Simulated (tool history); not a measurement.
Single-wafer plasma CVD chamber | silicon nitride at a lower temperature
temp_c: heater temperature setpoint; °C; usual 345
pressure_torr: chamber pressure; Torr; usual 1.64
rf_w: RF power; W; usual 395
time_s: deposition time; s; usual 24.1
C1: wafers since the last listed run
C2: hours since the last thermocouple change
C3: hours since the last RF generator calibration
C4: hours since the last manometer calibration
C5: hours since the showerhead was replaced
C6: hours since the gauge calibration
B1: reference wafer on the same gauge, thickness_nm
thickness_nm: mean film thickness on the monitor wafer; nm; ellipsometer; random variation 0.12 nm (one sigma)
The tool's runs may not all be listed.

run 1 hour=0 | temp_c=345 pressure_torr=1.95 rf_w=335 time_s=24.1 | C1=0 C2=1344.8 C3=1101.8 C4=555.2 C5=6084.1 C6=377.6 | B1=30.403 | thickness_nm=31.578
run 2 hour=25.6 | temp_c=340 pressure_torr=1.64 rf_w=395 time_s=24.1 | C1=919 C2=1370.4 C3=1127.4 C4=580.8 C5=6109.7 C6=403.2 | B1=30.401 | thickness_nm=35.258
run 3 hour=84.3 | temp_c=345 pressure_torr=1.64 rf_w=395 time_s=24.1 | C1=2109 C2=1429.1 C3=1186.1 C4=639.5 C5=6168.4 C6=461.9 | B1=30.408 | thickness_nm=34.983
run 4 hour=125.1 | temp_c=345 pressure_torr=1.64 rf_w=395 time_s=24.1 | C1=1466 C2=1469.9 C3=1226.9 C4=680.3 C5=6209.2 C6=502.7 | B1=30.4 | thickness_nm=35.355
run 5 hour=151 | temp_c=345 pressure_torr=1.64 rf_w=395 time_s=24.1 | C1=930 C2=1495.8 C3=1252.8 C4=706.2 C5=6235.1 C6=528.6 | B1=30.395 | thickness_nm=35.142
run 6 hour=215.5 | temp_c=345 pressure_torr=1.64 rf_w=395 time_s=24.1 | C1=2317 C2=1560.3 C3=1317.3 C4=770.7 C5=6299.6 C6=593.1 | B1=30.412 | thickness_nm=35.093
run 7 hour=286 | temp_c=345 pressure_torr=1.64 rf_w=395 time_s=24.1 | C1=2533 C2=1630.8 C3=1387.8 C4=841.2 C5=6370.1 C6=663.6 | B1=30.391 | thickness_nm=35.003
-- hour=340.9 capacitance manometer re-zeroed and calibrated
run 8 hour=341.4 | temp_c=345 pressure_torr=1.64 rf_w=395 time_s=24.1 | C1=1703 C2=1686.2 C3=1443.2 C4=0.5 C5=6425.5 C6=719 | B1=30.392 | thickness_nm=35.267
-- hour=372.9 gauge calibrated
run 9 hour=404.1 | temp_c=345 pressure_torr=1.64 rf_w=395 time_s=24.1 | C1=2252 C2=1748.9 C3=1505.9 C4=63.2 C5=6488.2 C6=31.2 | B1=30.391 | thickness_nm=35.197

The next listed run, before its measurement:
run 10 hour=446.4 | temp_c=335 pressure_torr=2.04 rf_w=475 time_s=20.4 | C1=1519 C2=1791.2 C3=1548.2 C4=105.5 C5=6530.5 C6=73.5 | B1=? | thickness_nm=?

B1: 30.393
thickness_nm: 38.439 nm
Without the tool's hidden state the same run would have given thickness_nm 38.439 nm.
